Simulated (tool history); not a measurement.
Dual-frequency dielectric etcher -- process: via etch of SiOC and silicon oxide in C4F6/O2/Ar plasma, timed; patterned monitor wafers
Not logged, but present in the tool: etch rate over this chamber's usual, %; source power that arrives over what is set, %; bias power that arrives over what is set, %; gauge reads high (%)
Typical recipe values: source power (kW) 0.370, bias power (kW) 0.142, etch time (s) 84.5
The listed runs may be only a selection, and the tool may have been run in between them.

run	hour	source power (kW)	bias power (kW)	etch time (s)	wafers since the last listed run	hours since the last wet clean	hours since the last source power generator calibration	hours since the last bias power generator calibration	hours since the last upper electrode change	hours since the gauge calibration	read-back reference wafer on the same gauge, depth_nm	mean etch depth across the wafer (nm)
1	0.0	0.370	0.142	84.5	0	303.2	855.5	1267.4	5429.9	451.6	100.1	85.3
2	66.7	0.370	0.122	84.5	739	369.9	922.2	1334.1	5496.6	518.3	100.1	83.0
# hour 102.9: wet clean of the chamber
3	114.3	0.370	0.122	84.5	261	11.4	969.8	1381.7	5544.2	565.9	100.0	82.6
4	151.8	0.370	0.122	84.5	415	48.9	1007.3	1419.2	5581.7	603.4	100.1	83.0
5	205.6	0.370	0.142	84.5	596	102.7	1061.1	1473.0	5635.5	657.2	100.1	85.5
6	229.7	0.370	0.142	84.5	267	126.8	1085.2	1497.1	5659.6	681.3	100.1	85.3
7	277.8	0.370	0.142	84.5	533	174.9	1133.3	1545.2	5707.7	729.4	100.1	85.4
# hour 358.7: upper electrode replaced
8	359.2	0.370	0.142	84.5	636	256.3	1214.7	1626.6	0.5	810.8	100.2	85.0
9	384.9	0.370	0.142	84.5	284	282.0	1240.4	1652.3	26.2	836.5	100.0	85.3
10	434.7	0.300	0.142	84.5	551	331.8	1290.2	1702.1	76.0	886.3	100.1	75.5
11	486.3	0.290	0.142	84.5	571	383.4	1341.8	1753.7	127.6	937.9	100.1	73.6
# hour 516.5: wet clean of the chamber
12	519.5	0.320	0.130	84.5	101	3.0	1375.0	1786.9	160.8	971.1	100.1	77.3
# hour 530.0: bias power generator calibrated
# hour 584.1: source power generator calibrated
13	588.1	0.370	0.142	84.5	671	71.6	4.0	58.1	229.4	1039.7	100.1	85.9
14	619.1	0.370	0.124	61.0	343	102.6	35.0	89.1	260.4	1070.7	100.1	59.8
# hour 648.8: gauge calibrated
15	653.1	0.400	0.142	108.5	376	136.6	69.0	123.1	294.4	4.3	100.1	114.6
16	722.4	0.370	0.142	84.5	768	205.9	138.3	192.4	363.7	73.6	100.1	85.7
17	755.5	0.450	0.162	84.5	366	239.0	171.4	225.5	396.8	106.7	100.1	97.5
# hour 845.4: wet clean of the chamber
18	947.6	0.370	0.142	84.5	1863	102.2	363.5	417.6	588.9	298.8	100.1	85.2
19	980.0	0.330	0.142	84.5	359	134.6	395.9	450.0	621.3	331.2	100.1	80.2
20	1042.6	0.430	0.160	104.0	693	197.2	458.5	512.6	683.9	393.8	100.1	117.0

Predict each of these 3 candidate next runs independently; none follows another, all start after run 20:
A	1043.0	0.370	0.142	84.5	4	197.6	458.9	513.0	684.3	394.2	?	?
B	1043.0	0.370	0.128	109.5	4	197.6	458.9	513.0	684.3	394.2	?	?
C	1043.0	0.320	0.142	73.5	4	197.6	458.9	513.0	684.3	394.2	?	?

run	read-back reference wafer on the same gauge, depth_nm	mean etch depth across the wafer (nm)
A	100.1	85.2
B	100.1	108.1
C	100.1	68.0
Take away the tool's hidden state, keep each run's random variation, and the runs would have read:
run	mean etch depth across the wafer (nm)
A	85.2
B	108.1
C	68.0
